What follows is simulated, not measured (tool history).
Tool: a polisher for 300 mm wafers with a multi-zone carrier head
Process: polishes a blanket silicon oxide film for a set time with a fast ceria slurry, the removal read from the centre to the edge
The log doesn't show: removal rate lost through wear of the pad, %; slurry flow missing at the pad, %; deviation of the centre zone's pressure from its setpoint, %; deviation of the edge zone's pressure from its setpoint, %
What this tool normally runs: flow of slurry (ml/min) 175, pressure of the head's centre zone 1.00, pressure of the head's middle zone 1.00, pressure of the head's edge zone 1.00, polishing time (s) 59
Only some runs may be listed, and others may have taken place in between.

run    hour  flow of slurry (ml/min)  pressure of the head's centre zone  pressure of the head's middle zone  pressure of the head's edge zone  polishing time (s)  wafers since the last listed run  wafers polished on this pad  hours since the slurry nozzle was cleaned  hours since the centre zone pressure was calibrated  hours since the edge zone pressure was calibrated  hours since the carrier head's membrane was replaced  incoming thickness of the incoming film, nm  film removed at the wafer's centre (Å)  film removed at mid-radius (Å)  film removed at the wafer's edge (Å)
  1     0.0                      175                                1.00                                1.00                              1.00                  59                                 0                         3750                                      670.5                                                619.6                                              582.5                                                 482.8                                       2298.9                                    9231                            9399                                  9177
  2    43.4                      175                                1.00                                1.00                              1.00                  59                               499                         4249                                      713.9                                                663.0                                              625.9                                                 526.2                                       2239.8                                    9130                            9252                                  8999
       63.9  -- worn pad replaced by a new one
       77.8  -- carrier head's membrane replaced by a new one
       94.2  -- slurry nozzle cleaned
  3   137.7                      175                                1.00                                1.00                              1.00                  59                               970                          780                                       43.5                                                757.3                                              720.2                                                  59.9                                       2268.3                                    9181                            9175                                  9150
  4   227.2                      175                                1.00                                1.00                              1.00                  48                              1030                         1810                                      133.0                                                846.8                                              809.7                                                 149.4                                       2273.8                                    7399                            7492                                  7421
  5   277.6                      175                                1.00                                1.00                              1.00                  48                               580                         2390                                      183.4                                                897.2                                              860.1                                                 199.8                                       2248.0                                    7537                            7585                                  7515
      385.9  -- centre zone pressure recalibrated
  6   406.4                      175                                1.00                                1.00                              1.00                  48                              1459                         3849                                      312.2                                                 20.5                                              988.9                                                 328.6                                       2317.7                                    7399                            7534                                  7533
  7   484.8                      175                                1.00                                1.00                              1.00                  59                               902                         4752                                      390.6                                                 98.9                                             1067.3                                                 407.0                                       2263.1                                    9323                            9445                                  9275
      490.7  -- worn pad replaced by a new one
      578.8  -- carrier head's membrane replaced by a new one
  8   589.9                      175                                1.00                                1.00                              1.00                  59                              1106                         1083                                      495.7                                                204.0                                             1172.4                                                  11.1                                       2238.8                                    9238                            9513                                  9192
  9   680.7                      175                                1.00                                1.00                              1.00                  59                              1045                         2128                                      586.5                                                294.8                                             1263.2                                                 101.9                                       2285.9                                    9010                            9405                                  8983
      805.4  -- edge zone pressure recalibrated
      838.0  -- slurry nozzle cleaned
 10   911.9                      175                                1.00                                1.00                              1.07                  64                              2626                         4755                                       73.9                                                526.0                                              106.5                                                 333.1                                       2287.7                                    9747                            9864                                 10224
      921.3  -- worn pad replaced by a new one
 11   955.8                      175                                1.00                                1.00                              1.00                  59                               459                          397                                      117.8                                                569.9                                              150.4                                                 377.0                                       2258.1                                    9113                            9177                                  9115
 12  1058.8                      175                                1.00                                1.00                              1.00                  59                              1185                         1582                                      220.8                                                672.9                                              253.4                                                 480.0                                       2307.8                                    9148                            9369                                  9275
     1097.7  -- carrier head's membrane replaced by a new one
 13  1100.0                      225                                0.91                                1.00                              1.08                  64                               416                         1999                                      262.0                                                714.1                                              294.6                                                   2.3                                       2257.6                                    9391                           10608                                 10652
 14  1204.3                      175                                1.00                                0.91                              1.07                  59                              1200                         3199                                      366.3                                                818.4                                              398.9                                                 106.6                                       2265.2                                    9207                            8535                                  9568
 15  1294.8                      200                                1.00                                1.07                              0.94                  53                              1041                         4241                                      456.8                                                908.9                                              489.4                                                 197.1                                       2302.8                                    8550                            9228                                  8018
     1344.8  -- worn pad replaced by a new one
 16  1375.8                      225                                0.88                                0.92                              0.92                  59                               886                          357                                      537.8                                                989.9                                              570.4                                                 278.1                                       2298.5                                    8430                            8977                                  9076
 17  1471.6                      175                                1.00                                1.00                              1.00                  48                              1102                         1459                                      633.6                                               1085.7                                              666.2                                                 373.9                                       2303.8                                    7549                            7564                                  7553
 18  1537.5                      120                                1.00                                1.00                              0.92                  72                               758                         2218                                      699.5                                               1151.6                                              732.1                                                 439.8                                       2261.7                                   10446                           10407                                 10030
     1564.5  -- carrier head's membrane replaced by a new one
     1568.0  -- centre zone pressure recalibrated
 19  1608.3                      175                                1.00                                1.00                              1.07                  64                               734                         2952                                      770.3                                                 40.3                                              802.9                                                  43.8                                       2269.7                                    9841                           10080                                 10388
     1660.3  -- slurry nozzle cleaned
 20  1698.4                      175                                1.00                                0.90                              1.07                  47                              1025                         3978                                       38.1                                                130.4                                              893.0                                                 133.9                                       2236.4                                    7273                            6803                                  7520
     1789.0  -- worn pad replaced by a new one
 21  1877.9                      155                                1.00                                1.00                              1.00                  59                              2019                         1023                                      217.6                                                309.9                                             1072.5                                                 313.4                                       2266.2                                    9063                            9200                                  9066
 22  1952.4                      215                                1.00                                0.93                              0.91                  41                               857                         1880                                      292.1                                                384.4                                             1147.0                                                 387.9                                       2229.4                                    6723                            6402                                  6333
 23  2053.2                      175                                1.00                                1.00                              1.00                  59                              1160                         3040                                      392.9                                                485.2                                             1247.8                                                 488.7                                       2284.4                                    8969                            9450                                  9052

Predict each of these 3 candidate next runs independently; none follows another, all start after run 23:
  A  2053.6                      175                                1.00                                1.00                              1.00                  59                                 4                         3045                                      393.3                                                485.6                                             1248.2                                                 489.1                                       2287.8                                       ?                               ?                                     ?
  B  2053.6                      175                                1.00                                0.92                              1.00                  45                                 4                         3045                                      393.3                                                485.6                                             1248.2                                                 489.1                                       2287.8                                       ?                               ?                                     ?
  C  2053.6                      175                                0.95                                0.89                              1.00                  59                                 4                         3045                                      393.3                                                485.6                                             1248.2                                                 489.1                                       2287.8                                       ?                               ?                                     ?

run  film removed at the wafer's centre (Å)  film removed at mid-radius (Å)  film removed at the wafer's edge (Å)
  A                                    9109                            9150                                  9035
  B                                    6943                            6507                                  6899
  C                                    8643                            8302                                  9049
Stripped of hidden state, with their random variation kept, the same runs would have yielded:
run  film removed at the wafer's centre (Å)  film removed at mid-radius (Å)  film removed at the wafer's edge (Å)
  A                                    9109                            9150                                  9035
  B                                    6943                            6507                                  6899
  C                                    8643                            8302                                  9049

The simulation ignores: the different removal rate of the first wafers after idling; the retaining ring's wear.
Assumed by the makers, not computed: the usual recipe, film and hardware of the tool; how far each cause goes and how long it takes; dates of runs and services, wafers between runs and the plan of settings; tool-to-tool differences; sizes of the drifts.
